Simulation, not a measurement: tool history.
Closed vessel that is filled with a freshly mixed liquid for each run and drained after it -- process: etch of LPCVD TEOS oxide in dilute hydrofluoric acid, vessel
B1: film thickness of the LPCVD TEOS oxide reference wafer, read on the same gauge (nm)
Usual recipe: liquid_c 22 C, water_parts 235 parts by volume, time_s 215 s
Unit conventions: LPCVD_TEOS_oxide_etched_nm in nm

{"run": 1, "hour": 0.0, "liquid_c": 22, "water_parts": 165, "time_s": 215, "B1": 59.98, "LPCVD_TEOS_oxide_etched_nm": 54.62}
{"run": 2, "hour": 106.0, "liquid_c": 22, "water_parts": 290, "time_s": 160, "B1": 59.93, "LPCVD_TEOS_oxide_etched_nm": 20.6}
{"run": 3, "hour": 199.5, "liquid_c": 22, "water_parts": 290, "time_s": 160, "B1": 60.01, "LPCVD_TEOS_oxide_etched_nm": 20.6}
{"run": 4, "hour": 303.6, "liquid_c": 22, "water_parts": 150, "time_s": 215, "B1": 60, "LPCVD_TEOS_oxide_etched_nm": 61.53}
{"run": 5, "hour": 400.6, "liquid_c": 22, "water_parts": 235, "time_s": 215, "B1": 60.03, "LPCVD_TEOS_oxide_etched_nm": 36.36}
{"run": 6, "hour": 457.7, "liquid_c": 22, "water_parts": 235, "time_s": 215, "B1": 59.99, "LPCVD_TEOS_oxide_etched_nm": 36.23}
{"run": 7, "hour": 506.5, "liquid_c": 22, "water_parts": 235, "time_s": 215, "B1": 59.98, "LPCVD_TEOS_oxide_etched_nm": 36.32}
{"run": 8, "hour": 558.7, "liquid_c": 22, "water_parts": 235, "time_s": 215, "B1": 60, "LPCVD_TEOS_oxide_etched_nm": 37.33}
{"run": 9, "hour": 651.5, "liquid_c": 22, "water_parts": 235, "time_s": 215, "B1": 60.01, "LPCVD_TEOS_oxide_etched_nm": 37.05}
{"run": 10, "hour": 703.6, "liquid_c": 22, "water_parts": 235, "time_s": 215, "B1": 60, "LPCVD_TEOS_oxide_etched_nm": 36.77}
{"hour": 707.0, "done": "thermometer replaced"}
{"hour": 797.9, "done": "gauge calibrated"}
{"run": 11, "hour": 833.2, "liquid_c": 20.5, "water_parts": 235, "time_s": 215, "B1": 60.05, "LPCVD_TEOS_oxide_etched_nm": 35.12}
{"run": 12, "hour": 870.2, "liquid_c": 22, "water_parts": 235, "time_s": 215, "B1": 59.96, "LPCVD_TEOS_oxide_etched_nm": 37.28}
{"hour": 943.6, "done": "hydrofluoric acid flow meter replaced"}
{"run": 13, "hour": 969.9, "liquid_c": 22, "water_parts": 130, "time_s": 215, "B1": 60, "LPCVD_TEOS_oxide_etched_nm": 68.46}
{"run": 14, "hour": 1015.6, "liquid_c": 22, "water_parts": 325, "time_s": 280, "B1": 59.99, "LPCVD_TEOS_oxide_etched_nm": 29.23}
{"run": 15, "hour": 1055.2, "liquid_c": 18.5, "water_parts": 235, "time_s": 215, "B1": 60.01, "LPCVD_TEOS_oxide_etched_nm": 29.66}
{"run": 16, "hour": 1101.7, "liquid_c": 25, "water_parts": 160, "time_s": 300, "B1": 59.97, "LPCVD_TEOS_oxide_etched_nm": 85.69}
{"run": 17, "hour": 1181.6, "liquid_c": 22, "water_parts": 235, "time_s": 215, "B1": 60.01, "LPCVD_TEOS_oxide_etched_nm": 34.46}
{"run": 18, "hour": 1221.2, "liquid_c": 18.5, "water_parts": 115, "time_s": 215, "B1": 59.97, "LPCVD_TEOS_oxide_etched_nm": 69.42}
{"run": 19, "hour": 1294.1, "liquid_c": 25.5, "water_parts": 310, "time_s": 340, "B1": 59.99, "LPCVD_TEOS_oxide_etched_nm": 43.65}
{"run": 20, "hour": 1401.4, "liquid_c": 20.5, "water_parts": 270, "time_s": 165, "B1": 60, "LPCVD_TEOS_oxide_etched_nm": 21.05}
{"run": 21, "hour": 1450.0, "liquid_c": 25, "water_parts": 155, "time_s": 285, "B1": 60, "LPCVD_TEOS_oxide_etched_nm": 85.44}
{"run": 22, "hour": 1541.6, "liquid_c": 22, "water_parts": 235, "time_s": 265, "B1": 59.97, "LPCVD_TEOS_oxide_etched_nm": 42.92}

A few steps of LPCVD_TEOS_oxide_etched_nm between consecutive runs. Split each: what settings, incoming material and random variation would produce without the hidden state, and what is left over for the hidden state, along with gauge scatter present in only one of the two compared results (measured, and without hidden state):
Hidden state at play: liquid hotter than its thermometer reads (K); hydrofluoric acid flow above the setpoint (%); gauge reads high (%).
Run 3 -> 4: water_parts 290 -> 150, time_s 160 -> 215. LPCVD_TEOS_oxide_etched_nm +40.93 nm: hidden state +2.87, all else +38.06.
Run 12 -> 13: water_parts 235 -> 130, hydrofluoric acid flow meter replaced. LPCVD_TEOS_oxide_etched_nm +31.18 nm: hidden state -3.13, all else +34.31.
Run 15 -> 16: liquid_c 18.5 -> 25, water_parts 235 -> 160, time_s 215 -> 300. LPCVD_TEOS_oxide_etched_nm +56.03 nm: hidden state +0.83, all else +55.2.
Run 20 -> 21: liquid_c 20.5 -> 25, water_parts 270 -> 155, time_s 165 -> 285. LPCVD_TEOS_oxide_etched_nm +64.39 nm: hidden state +1.9, all else +62.49.
